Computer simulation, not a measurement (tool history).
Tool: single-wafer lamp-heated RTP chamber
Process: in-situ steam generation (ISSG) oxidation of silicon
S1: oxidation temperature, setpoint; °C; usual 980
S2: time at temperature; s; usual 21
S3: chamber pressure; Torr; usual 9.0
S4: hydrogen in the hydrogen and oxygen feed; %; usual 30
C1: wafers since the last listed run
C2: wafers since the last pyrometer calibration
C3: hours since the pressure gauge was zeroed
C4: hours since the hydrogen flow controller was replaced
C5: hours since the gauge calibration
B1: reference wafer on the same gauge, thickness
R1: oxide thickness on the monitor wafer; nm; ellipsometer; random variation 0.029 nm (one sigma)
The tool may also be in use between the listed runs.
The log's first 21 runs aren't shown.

run,day,S1,S2,S3,S4,C1,C2,C3,C4,C5,B1,R1
22,49.700,968,27,8.4,25,532,2539,611.1,695.9,1125.6,5.841,5.294
23,51.275,997,21,9.9,30,362,2902,648.9,733.7,1163.4,5.834,5.411
24,53.075,980,21,9.0,30,414,3317,692.1,776.9,1206.6,5.844,5.214
25,54.275,999,21,9.0,30,276,3593,720.9,805.7,1235.4,5.836,5.601
26,55.429,980,21,9.0,30,265,3859,748.6,833.4,1263.1,5.839,5.160
27,56.675,980,21,9.0,30,287,4146,778.5,863.3,1293.0,5.846,5.197
28,58.367,980,15,9.8,32,389,4536,819.1,903.9,1333.6,5.847,4.493
29,60.908,980,21,8.2,30,585,5122,880.1,964.9,1394.6,5.841,5.235
30,62.004,989,18,7.5,22,252,5374,906.4,991.2,1420.9,5.828,4.698

Forecast each of these 5 alternatives for the next run:
A,62.021,980,21,9.0,30,3,5378,906.8,991.6,1421.3,?,?
B,62.021,990,21,9.0,32,3,5378,906.8,991.6,1421.3,?,?
C,62.021,980,21,9.0,32,3,5378,906.8,991.6,1421.3,?,?
D,62.021,980,16,9.0,22,3,5378,906.8,991.6,1421.3,?,?
E,62.021,985,15,8.5,32,3,5378,906.8,991.6,1421.3,?,?

run,B1,R1
A,5.849,5.189
B,5.849,5.482
C,5.849,5.272
D,5.849,4.285
E,5.849,4.692
Without the tool's hidden state the same runs would have given:
run,R1
A,5.094
B,5.375
C,5.175
D,4.213
E,4.612
